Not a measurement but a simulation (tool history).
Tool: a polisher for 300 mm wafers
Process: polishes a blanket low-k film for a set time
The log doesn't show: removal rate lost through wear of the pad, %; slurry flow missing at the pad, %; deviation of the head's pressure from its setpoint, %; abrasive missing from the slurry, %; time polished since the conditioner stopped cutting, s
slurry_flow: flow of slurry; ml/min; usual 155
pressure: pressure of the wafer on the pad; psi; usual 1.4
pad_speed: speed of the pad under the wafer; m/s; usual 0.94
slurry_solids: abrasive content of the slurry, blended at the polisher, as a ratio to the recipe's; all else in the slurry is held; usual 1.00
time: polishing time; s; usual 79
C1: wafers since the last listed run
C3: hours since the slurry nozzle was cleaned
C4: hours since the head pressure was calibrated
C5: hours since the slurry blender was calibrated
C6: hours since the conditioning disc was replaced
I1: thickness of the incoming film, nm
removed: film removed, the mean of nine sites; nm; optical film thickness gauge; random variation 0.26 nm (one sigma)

run 1 hour=0.0 | slurry_flow=155 pressure=1.4 pad_speed=0.94 slurry_solids=1.00 time=79 | C1=0 wafers_polished_on_this_pad=1790 C3=596.4 C4=94.3 C5=437.0 C6=603.1 | I1=547.4 | removed=22.8
-- hour=37.4 conditioning disc replaced and pad reconditioned
run 2 hour=75.7 | slurry_flow=155 pressure=1.4 pad_speed=0.94 slurry_solids=1.00 time=79 | C1=989 wafers_polished_on_this_pad=2780 C3=672.1 C4=170.0 C5=512.7 C6=38.3 | I1=551.2 | removed=23.3
run 3 hour=141.8 | slurry_flow=155 pressure=1.4 pad_speed=0.94 slurry_solids=1.00 time=79 | C1=887 wafers_polished_on_this_pad=3668 C3=738.2 C4=236.1 C5=578.8 C6=104.4 | I1=551.8 | removed=22.6
-- hour=162.7 slurry nozzle cleaned
run 4 hour=180.9 | slurry_flow=155 pressure=1.4 pad_speed=1.08 slurry_solids=1.00 time=79 | C1=511 wafers_polished_on_this_pad=4179 C3=18.2 C4=275.2 C5=617.9 C6=143.5 | I1=555.2 | removed=28.5
-- hour=203.1 slurry blender recalibrated
-- hour=370.8 worn pad replaced by a new one
run 5 hour=465.9 | slurry_flow=155 pressure=1.4 pad_speed=0.94 slurry_solids=1.00 time=79 | C1=3747 wafers_polished_on_this_pad=1277 C3=303.2 C4=560.2 C5=262.8 C6=428.5 | I1=556.3 | removed=24.4
-- hour=517.8 conditioning disc replaced and pad reconditioned
run 6 hour=567.6 | slurry_flow=155 pressure=1.4 pad_speed=0.94 slurry_solids=1.00 time=79 | C1=1339 wafers_polished_on_this_pad=2616 C3=404.9 C4=661.9 C5=364.5 C6=49.8 | I1=546.9 | removed=24.0
run 7 hour=652.6 | slurry_flow=155 pressure=1.4 pad_speed=0.94 slurry_solids=1.00 time=79 | C1=1141 wafers_polished_on_this_pad=3757 C3=489.9 C4=746.9 C5=449.5 C6=134.8 | I1=546.7 | removed=24.3
run 8 hour=736.7 | slurry_flow=155 pressure=1.4 pad_speed=0.94 slurry_solids=1.00 time=79 | C1=1129 wafers_polished_on_this_pad=4887 C3=574.0 C4=831.0 C5=533.6 C6=218.9 | I1=561.9 | removed=23.9
-- hour=771.5 slurry blender recalibrated
run 9 hour=798.8 | slurry_flow=155 pressure=1.4 pad_speed=0.94 slurry_solids=1.00 time=79 | C1=807 wafers_polished_on_this_pad=5694 C3=636.1 C4=893.1 C5=27.3 C6=281.0 | I1=559.1 | removed=24.0
-- hour=955.4 slurry nozzle cleaned
-- hour=960.9 worn pad replaced by a new one
-- hour=1001.4 conditioning disc replaced and pad reconditioned
run 10 hour=1098.8 | slurry_flow=155 pressure=1.4 pad_speed=0.94 slurry_solids=1.00 time=79 | C1=3935 wafers_polished_on_this_pad=1825 C3=143.4 C4=1193.1 C5=327.3 C6=97.4 | I1=555.5 | removed=25.1
run 11 hour=1167.2 | slurry_flow=155 pressure=1.4 pad_speed=1.18 slurry_solids=0.80 time=79 | C1=918 wafers_polished_on_this_pad=2743 C3=211.8 C4=1261.5 C5=395.7 C6=165.8 | I1=559.2 | removed=26.6
run 12 hour=1214.1 | slurry_flow=155 pressure=1.7 pad_speed=0.94 slurry_solids=1.00 time=66 | C1=629 wafers_polished_on_this_pad=3373 C3=258.7 C4=1308.4 C5=442.6 C6=212.7 | I1=557.8 | removed=25.5
run 13 hour=1321.3 | slurry_flow=205 pressure=1.6 pad_speed=0.94 slurry_solids=1.00 time=79 | C1=1439 wafers_polished_on_this_pad=4813 C3=365.9 C4=1415.6 C5=549.8 C6=319.9 | I1=554.3 | removed=29.4
-- hour=1394.4 head pressure recalibrated
-- hour=1400.6 slurry blender recalibrated
-- hour=1537.1 conditioning disc replaced and pad reconditioned
-- hour=1556.2 worn pad replaced by a new one
run 14 hour=1605.0 | slurry_flow=155 pressure=0.9 pad_speed=0.94 slurry_solids=1.00 time=66 | C1=3676 wafers_polished_on_this_pad=655 C3=649.6 C4=210.6 C5=204.4 C6=67.9 | I1=547.1 | removed=12.7
run 15 hour=1649.3 | slurry_flow=155 pressure=1.4 pad_speed=0.94 slurry_solids=1.00 time=79 | C1=595 wafers_polished_on_this_pad=1250 C3=693.9 C4=254.9 C5=248.7 C6=112.2 | I1=550.6 | removed=22.6
run 16 hour=1727.5 | slurry_flow=180 pressure=1.4 pad_speed=0.94 slurry_solids=1.00 time=79 | C1=1050 wafers_polished_on_this_pad=2300 C3=772.1 C4=333.1 C5=326.9 C6=190.4 | I1=548.5 | removed=23.5
-- hour=1753.4 slurry nozzle cleaned
run 17 hour=1767.9 | slurry_flow=155 pressure=1.4 pad_speed=0.94 slurry_solids=1.00 time=53 | C1=529 wafers_polished_on_this_pad=2830 C3=14.5 C4=373.5 C5=367.3 C6=230.8 | I1=547.8 | removed=16.9
run 18 hour=1840.6 | slurry_flow=155 pressure=1.4 pad_speed=0.94 slurry_solids=1.00 time=79 | C1=976 wafers_polished_on_this_pad=3806 C3=87.2 C4=446.2 C5=440.0 C6=303.5 | I1=547.9 | removed=24.9
-- hour=1924.7 slurry blender recalibrated
run 19 hour=1943.3 | slurry_flow=155 pressure=1.4 pad_speed=0.94 slurry_solids=1.15 time=79 | C1=1352 wafers_polished_on_this_pad=5159 C3=189.9 C4=548.9 C5=18.6 C6=406.2 | I1=544.8 | removed=26.6
run 20 hour=2011.5 | slurry_flow=185 pressure=1.4 pad_speed=0.94 slurry_solids=1.00 time=79 | C1=916 wafers_polished_on_this_pad=6075 C3=258.1 C4=617.1 C5=86.8 C6=474.4 | I1=550.8 | removed=25.9
run 21 hour=2075.3 | slurry_flow=155 pressure=1.4 pad_speed=0.94 slurry_solids=1.00 time=79 | C1=856 wafers_polished_on_this_pad=6932 C3=321.9 C4=680.9 C5=150.6 C6=538.2 | I1=555.0 | removed=24.8
-- hour=2099.8 worn pad replaced by a new one
-- hour=2131.4 conditioning disc replaced and pad reconditioned
run 22 hour=2137.7 | slurry_flow=155 pressure=1.1 pad_speed=0.78 slurry_solids=1.00 time=91 | C1=757 wafers_polished_on_this_pad=482 C3=384.3 C4=743.3 C5=213.0 C6=6.3 | I1=546.1 | removed=18.9
run 23 hour=2231.8 | slurry_flow=155 pressure=1.4 pad_speed=0.76 slurry_solids=1.00 time=79 | C1=1263 wafers_polished_on_this_pad=1746 C3=478.4 C4=837.4 C5=307.1 C6=100.4 | I1=550.0 | removed=20.1
run 24 hour=2328.0 | slurry_flow=155 pressure=1.4 pad_speed=0.76 slurry_solids=1.10 time=79 | C1=1292 wafers_polished_on_this_pad=3038 C3=574.6 C4=933.6 C5=403.3 C6=196.6 | I1=555.0 | removed=20.9
run 25 hour=2418.7 | slurry_flow=110 pressure=1.4 pad_speed=0.94 slurry_solids=1.00 time=107 | C1=1218 wafers_polished_on_this_pad=4256 C3=665.3 C4=1024.3 C5=494.0 C6=287.3 | I1=555.0 | removed=28.6

Measured less the same run without the tool's hidden state. The same run-to-run variation is in both; the gauge's scatter may not be:
run=1 removed=-2.0
run=2 removed=-2.4
run=3 removed=-2.6
run=4 removed=-0.1
run=5 removed=-0.7
run=6 removed=-1.0
run=7 removed=-1.3
run=8 removed=-1.5
run=9 removed=-1.8
run=10 removed=-0.6
run=11 removed=-0.8
run=12 removed=-1.0
run=13 removed=-1.1
run=14 removed=-1.3
run=15 removed=-2.5
run=16 removed=-2.5
run=17 removed=-0.1
run=18 removed=-0.3
run=19 removed=-0.6
run=20 removed=-0.6
run=21 removed=-0.9
run=22 removed=-0.8
run=23 removed=-1.2
run=24 removed=-1.5
run=25 removed=-3.6
